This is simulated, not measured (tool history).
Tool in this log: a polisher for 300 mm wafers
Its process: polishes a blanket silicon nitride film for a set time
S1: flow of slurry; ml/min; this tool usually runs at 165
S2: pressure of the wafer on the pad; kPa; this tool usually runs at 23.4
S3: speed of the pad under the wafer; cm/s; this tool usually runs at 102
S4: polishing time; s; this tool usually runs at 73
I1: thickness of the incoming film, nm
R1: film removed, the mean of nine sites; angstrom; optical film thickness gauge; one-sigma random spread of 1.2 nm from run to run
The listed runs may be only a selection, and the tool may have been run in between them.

| run | hour | S1 | S2 | S3 | S4 | I1 | R1 |
|---|---|---|---|---|---|---|---|
| 1 | 0.0 | 165 | 23.4 | 102 | 73 | 382.1 | 1008 |
| 2 | 14.7 | 165 | 23.4 | 122 | 73 | 380.1 | 1094 |
| 3 | 28.1 | 165 | 23.4 | 102 | 73 | 379.7 | 1001 |
|  | 35.7 | worn pad replaced by a new one |
| 4 | 43.1 | 165 | 23.4 | 102 | 73 | 381.2 | 980 |
| 5 | 57.3 | 165 | 23.4 | 102 | 73 | 375.1 | 996 |
| 6 | 66.4 | 130 | 23.4 | 102 | 73 | 382.3 | 933 |
| 7 | 78.8 | 130 | 23.4 | 102 | 73 | 380.8 | 921 |
|  | 81.0 | head pressure recalibrated |
| 8 | 95.9 | 130 | 23.4 | 102 | 73 | 376.8 | 907 |
| 9 | 113.2 | 165 | 23.4 | 102 | 54 | 377.2 | 708 |
|  | 127.9 | worn pad replaced by a new one |
| 10 | 128.4 | 165 | 23.4 | 102 | 54 | 377.4 | 711 |
| 11 | 137.3 | 130 | 23.4 | 74 | 48 | 385.8 | 506 |
| 12 | 150.3 | 165 | 16.5 | 80 | 73 | 379.8 | 600 |
| 13 | 158.5 | 115 | 27.6 | 116 | 73 | 380.5 | 1059 |
| 14 | 175.5 | 165 | 27.6 | 102 | 73 | 376.8 | 1104 |
| 15 | 191.4 | 115 | 26.9 | 68 | 81 | 386.9 | 849 |
|  | 204.0 | worn pad replaced by a new one |
| 16 | 207.1 | 195 | 16.5 | 76 | 62 | 376.7 | 507 |
|  | 211.0 | slurry nozzle cleaned |
| 17 | 224.0 | 130 | 23.4 | 74 | 48 | 379.0 | 529 |
| 18 | 239.7 | 145 | 16.5 | 102 | 73 | 376.3 | 688 |
| 19 | 255.0 | 165 | 23.4 | 102 | 73 | 383.0 | 1002 |
| 20 | 268.1 | 165 | 18.6 | 102 | 73 | 379.6 | 797 |

5 options for the next run, each taken on its own from the tool as it stands now. Forecast them:
| A | 268.5 | 165 | 23.4 | 84 | 73 | 380.2 | ? |
| B | 268.5 | 200 | 19.3 | 102 | 90 | 380.2 | ? |
| C | 268.5 | 185 | 23.4 | 102 | 73 | 380.2 | ? |
| D | 268.5 | 165 | 23.4 | 102 | 96 | 380.2 | ? |
| E | 268.5 | 165 | 23.4 | 120 | 73 | 380.2 | ? |

| run | R1 |
|---|---|
| A | 907 |
| B | 1074 |
| C | 1035 |
| D | 1333 |
| E | 1118 |
Had the tool no hidden state, the same runs would have come out as:
| run | R1 |
|---|---|
| A | 925 |
| B | 1092 |
| C | 1053 |
| D | 1359 |
| E | 1140 |
